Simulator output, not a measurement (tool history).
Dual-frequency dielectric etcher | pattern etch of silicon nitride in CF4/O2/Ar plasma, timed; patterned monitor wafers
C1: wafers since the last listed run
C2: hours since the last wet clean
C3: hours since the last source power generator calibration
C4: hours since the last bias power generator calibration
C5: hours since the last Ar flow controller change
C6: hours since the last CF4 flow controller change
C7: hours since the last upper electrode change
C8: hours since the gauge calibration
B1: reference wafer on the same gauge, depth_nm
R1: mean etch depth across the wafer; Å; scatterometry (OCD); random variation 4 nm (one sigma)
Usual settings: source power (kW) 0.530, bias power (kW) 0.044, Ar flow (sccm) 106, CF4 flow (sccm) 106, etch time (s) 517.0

{"run": 1, "day": 0.0, "source power (kW)": 0.53, "bias power (kW)": 0.037, "Ar flow (sccm)": 106, "CF4 flow (sccm)": 106, "etch time (s)": 517.0, "C1": 0, "C2": 368.9, "C3": 1499.1, "C4": 838.9, "C5": 105.8, "C6": 620.8, "C7": 4121.3, "C8": 453.2, "B1": 1010.1, "R1": 9800}
{"run": 2, "day": 2.754, "source power (kW)": 0.53, "bias power (kW)": 0.044, "Ar flow (sccm)": 106, "CF4 flow (sccm)": 106, "etch time (s)": 517.0, "C1": 148, "C2": 435.0, "C3": 1565.2, "C4": 905.0, "C5": 171.9, "C6": 686.9, "C7": 4187.4, "C8": 519.3, "B1": 1009.8, "R1": 10374}
{"run": 3, "day": 6.538, "source power (kW)": 0.53, "bias power (kW)": 0.044, "Ar flow (sccm)": 106, "CF4 flow (sccm)": 106, "etch time (s)": 517.0, "C1": 203, "C2": 525.8, "C3": 1656.0, "C4": 995.8, "C5": 262.7, "C6": 777.7, "C7": 4278.2, "C8": 610.1, "B1": 1010.1, "R1": 10323}
{"run": 4, "day": 10.379, "source power (kW)": 0.53, "bias power (kW)": 0.044, "Ar flow (sccm)": 124, "CF4 flow (sccm)": 106, "etch time (s)": 379.0, "C1": 206, "C2": 618.0, "C3": 1748.2, "C4": 1088.0, "C5": 354.9, "C6": 869.9, "C7": 4370.4, "C8": 702.3, "B1": 1008.8, "R1": 7445}
{"run": 5, "day": 13.442, "source power (kW)": 0.53, "bias power (kW)": 0.044, "Ar flow (sccm)": 106, "CF4 flow (sccm)": 106, "etch time (s)": 575.5, "C1": 164, "C2": 691.5, "C3": 1821.7, "C4": 1161.5, "C5": 428.4, "C6": 943.4, "C7": 4443.9, "C8": 775.8, "B1": 1008.6, "R1": 11554}
{"run": 6, "day": 15.533, "source power (kW)": 0.53, "bias power (kW)": 0.044, "Ar flow (sccm)": 106, "CF4 flow (sccm)": 106, "etch time (s)": 517.0, "C1": 112, "C2": 741.7, "C3": 1871.9, "C4": 1211.7, "C5": 478.6, "C6": 993.6, "C7": 4494.1, "C8": 826.0, "B1": 1008.3, "R1": 10442}
{"day": 16.808, "done": "wet clean of the chamber"}
{"day": 19.062, "done": "source power generator calibrated"}
{"run": 7, "day": 24.3, "source power (kW)": 0.66, "bias power (kW)": 0.044, "Ar flow (sccm)": 106, "CF4 flow (sccm)": 94, "etch time (s)": 517.0, "C1": 408, "C2": 179.8, "C3": 125.7, "C4": 1422.1, "C5": 689.0, "C6": 1204.0, "C7": 4704.5, "C8": 1036.4, "B1": 1009.1, "R1": 13217}
{"day": 26.367, "done": "upper electrode replaced"}
{"run": 8, "day": 26.9, "source power (kW)": 0.58, "bias power (kW)": 0.044, "Ar flow (sccm)": 115, "CF4 flow (sccm)": 116, "etch time (s)": 366.5, "C1": 86, "C2": 242.2, "C3": 188.1, "C4": 1484.5, "C5": 751.4, "C6": 1266.4, "C7": 12.8, "C8": 1098.8, "B1": 1011.8, "R1": 8258}
{"run": 9, "day": 29.575, "source power (kW)": 0.53, "bias power (kW)": 0.044, "Ar flow (sccm)": 81, "CF4 flow (sccm)": 128, "etch time (s)": 517.0, "C1": 143, "C2": 306.4, "C3": 252.3, "C4": 1548.7, "C5": 815.6, "C6": 1330.6, "C7": 77.0, "C8": 1163.0, "B1": 1012.1, "R1": 11309}
{"run": 10, "day": 32.158, "source power (kW)": 0.53, "bias power (kW)": 0.044, "Ar flow (sccm)": 106, "CF4 flow (sccm)": 106, "etch time (s)": 517.0, "C1": 138, "C2": 368.4, "C3": 314.3, "C4": 1610.7, "C5": 877.6, "C6": 1392.6, "C7": 139.0, "C8": 1225.0, "B1": 1009.5, "R1": 10622}
{"run": 11, "day": 36.121, "source power (kW)": 0.41, "bias power (kW)": 0.044, "Ar flow (sccm)": 85, "CF4 flow (sccm)": 106, "etch time (s)": 419.0, "C1": 213, "C2": 463.5, "C3": 409.4, "C4": 1705.8, "C5": 972.7, "C6": 1487.7, "C7": 234.1, "C8": 1320.1, "B1": 1009.8, "R1": 6697}
{"run": 12, "day": 39.033, "source power (kW)": 0.57, "bias power (kW)": 0.037, "Ar flow (sccm)": 81, "CF4 flow (sccm)": 106, "etch time (s)": 517.0, "C1": 156, "C2": 533.4, "C3": 479.3, "C4": 1775.7, "C5": 1042.6, "C6": 1557.6, "C7": 304.0, "C8": 1390.0, "B1": 1010.5, "R1": 11259}
{"run": 13, "day": 43.483, "source power (kW)": 0.53, "bias power (kW)": 0.05, "Ar flow (sccm)": 106, "CF4 flow (sccm)": 106, "etch time (s)": 517.0, "C1": 239, "C2": 640.2, "C3": 586.1, "C4": 1882.5, "C5": 1149.4, "C6": 1664.4, "C7": 410.8, "C8": 1496.8, "B1": 1008.0, "R1": 10983}
{"run": 14, "day": 46.25, "source power (kW)": 0.42, "bias power (kW)": 0.036, "Ar flow (sccm)": 92, "CF4 flow (sccm)": 106, "etch time (s)": 517.0, "C1": 148, "C2": 706.6, "C3": 652.5, "C4": 1948.9, "C5": 1215.8, "C6": 1730.8, "C7": 477.2, "C8": 1563.2, "B1": 1008.0, "R1": 7874}
{"day": 50.475, "done": "wet clean of the chamber"}
{"run": 15, "day": 50.496, "source power (kW)": 0.53, "bias power (kW)": 0.044, "Ar flow (sccm)": 106, "CF4 flow (sccm)": 95, "etch time (s)": 369.5, "C1": 174, "C2": 0.5, "C3": 754.4, "C4": 2050.8, "C5": 1317.7, "C6": 1832.7, "C7": 579.1, "C8": 1665.1, "B1": 1008.3, "R1": 7424}
{"run": 16, "day": 53.933, "source power (kW)": 0.53, "bias power (kW)": 0.044, "Ar flow (sccm)": 106, "CF4 flow (sccm)": 106, "etch time (s)": 517.0, "C1": 184, "C2": 83.0, "C3": 836.9, "C4": 2133.3, "C5": 1400.2, "C6": 1915.2, "C7": 661.6, "C8": 1747.6, "B1": 1010.0, "R1": 10483}
{"run": 17, "day": 56.425, "source power (kW)": 0.53, "bias power (kW)": 0.044, "Ar flow (sccm)": 106, "CF4 flow (sccm)": 106, "etch time (s)": 517.0, "C1": 134, "C2": 142.8, "C3": 896.7, "C4": 2193.1, "C5": 1460.0, "C6": 1975.0, "C7": 721.4, "C8": 1807.4, "B1": 1008.8, "R1": 10501}
{"run": 18, "day": 58.612, "source power (kW)": 0.63, "bias power (kW)": 0.044, "Ar flow (sccm)": 126, "CF4 flow (sccm)": 106, "etch time (s)": 517.0, "C1": 117, "C2": 195.3, "C3": 949.2, "C4": 2245.6, "C5": 1512.5, "C6": 2027.5, "C7": 773.9, "C8": 1859.9, "B1": 1010.2, "R1": 12165}
{"run": 19, "day": 61.875, "source power (kW)": 0.53, "bias power (kW)": 0.052, "Ar flow (sccm)": 128, "CF4 flow (sccm)": 106, "etch time (s)": 517.0, "C1": 175, "C2": 273.6, "C3": 1027.5, "C4": 2323.9, "C5": 1590.8, "C6": 2105.8, "C7": 852.2, "C8": 1938.2, "B1": 1012.4, "R1": 10734}
{"run": 20, "day": 63.742, "source power (kW)": 0.53, "bias power (kW)": 0.044, "Ar flow (sccm)": 106, "CF4 flow (sccm)": 106, "etch time (s)": 517.0, "C1": 100, "C2": 318.4, "C3": 1072.3, "C4": 2368.7, "C5": 1635.6, "C6": 2150.6, "C7": 897.0, "C8": 1983.0, "B1": 1011.2, "R1": 10408}
{"run": 21, "day": 67.938, "source power (kW)": 0.53, "bias power (kW)": 0.044, "Ar flow (sccm)": 106, "CF4 flow (sccm)": 106, "etch time (s)": 568.5, "C1": 225, "C2": 419.1, "C3": 1173.0, "C4": 2469.4, "C5": 1736.3, "C6": 2251.3, "C7": 997.7, "C8": 2083.7, "B1": 1011.2, "R1": 11547}

Measured less the same run without the tool's hidden state. The same run-to-run variation is in both; the gauge's scatter may not be:
The hidden state here: etch rate over this chamber's usual, %; source power that arrives over what is set, %; bias power that arrives over what is set, %; Ar flow that arrives over what is set, %; CF4 flow that arrives over what is set, %; gauge reads high (%).
run=1 R1=-299
run=2 R1=-320
run=3 R1=-324
run=4 R1=-237
run=5 R1=-373
run=6 R1=-340
run=7 R1=-47
run=8 R1=-50
run=9 R1=-96
run=10 R1=-112
run=11 R1=-91
run=12 R1=-175
run=13 R1=-198
run=14 R1=-155
run=15 R1=-161
run=16 R1=-242
run=17 R1=-253
run=18 R1=-303
run=19 R1=-277
run=20 R1=-277
run=21 R1=-320

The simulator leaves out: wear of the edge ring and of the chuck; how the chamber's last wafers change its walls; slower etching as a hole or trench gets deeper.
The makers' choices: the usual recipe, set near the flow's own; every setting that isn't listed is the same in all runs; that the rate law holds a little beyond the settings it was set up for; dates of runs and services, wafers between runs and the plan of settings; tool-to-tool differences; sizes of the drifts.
